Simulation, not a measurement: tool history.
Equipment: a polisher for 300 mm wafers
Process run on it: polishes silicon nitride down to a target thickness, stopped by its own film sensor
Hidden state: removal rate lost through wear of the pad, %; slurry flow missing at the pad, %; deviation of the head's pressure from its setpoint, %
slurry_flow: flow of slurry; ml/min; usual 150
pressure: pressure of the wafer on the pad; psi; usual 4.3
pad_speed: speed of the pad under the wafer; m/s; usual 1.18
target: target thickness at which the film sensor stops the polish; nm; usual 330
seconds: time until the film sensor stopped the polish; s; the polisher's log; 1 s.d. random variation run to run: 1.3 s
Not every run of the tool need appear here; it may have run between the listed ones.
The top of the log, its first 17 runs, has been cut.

run,day,slurry_flow,pressure,pad_speed,target,wafers since the last listed run,wafers polished on this pad,hours since the slurry nozzle was cleaned,hours since the head pressure was calibrated,"incoming thickness of the incoming film, nm",seconds
18,70.354,150,4.3,1.18,278,1971,5975,252.6,382.4,485.5,96.5
19,72.042,150,3.1,1.00,330,558,6533,293.1,422.9,478.9,84.8
20,73.729,150,3.3,1.18,330,558,7092,333.6,463.4,485.4,79.6
21,76.504,135,4.3,0.96,300,918,8010,400.2,530.0,480.7,94.9
# day 77.767: worn pad replaced by a new one
22,79.762,150,4.3,1.18,369,1022,660,478.4,608.2,483.3,50.2
23,81.483,185,5.6,1.30,330,569,1229,519.7,649.5,480.4,52.9
24,84.512,150,4.3,1.56,380,1002,2231,592.4,722.2,478.8,39.7
25,86.183,175,3.2,0.80,293,552,2784,632.5,762.3,478.3,104.3
# day 86.783: slurry nozzle cleaned
26,89.729,150,4.3,1.18,330,1159,3943,70.7,847.4,480.4,66.3
27,92.058,165,5.8,1.38,330,770,4714,126.6,903.3,482.0,54.4
28,96.158,150,4.3,1.18,311,1356,6071,225.0,1001.7,475.1,75.6
29,100.629,150,2.9,1.18,364,1479,7550,332.3,1109.0,478.4,66.4
30,102.475,110,2.8,1.50,330,610,8161,376.6,1153.3,480.6,84.5
# day 103.642: worn pad replaced by a new one
# day 104.083: head pressure recalibrated
31,106.083,110,4.3,1.06,294,1111,779,463.2,48.0,479.5,87.7
32,108.450,150,4.3,1.18,330,783,1562,520.0,104.8,483.6,68.1
33,112.692,150,4.3,1.36,330,1403,2966,621.8,206.6,478.1,64.3
34,115.629,190,4.3,1.18,364,971,3938,692.3,277.1,481.9,52.1
35,117.346,150,4.3,1.18,330,567,4506,733.5,318.3,480.8,67.6
36,119.629,100,5.7,1.18,330,755,5261,788.3,373.1,476.1,60.8

4 options for the next run, each taken on its own from the tool as it stands now. Forecast them:
A,119.646,150,4.3,1.18,330,5,5267,788.7,373.5,469.2,?
B,119.646,110,3.7,1.18,377,5,5267,788.7,373.5,469.2,?
C,119.646,195,4.3,1.18,330,5,5267,788.7,373.5,469.2,?
D,119.646,170,4.3,1.18,360,5,5267,788.7,373.5,469.2,?

run,seconds
A,63.6
B,46.7
C,61.9
D,49.2
Stripped of hidden state, with their random variation kept, the same runs would have yielded:
run,seconds
A,61.3
B,45.0
C,59.7
D,47.4
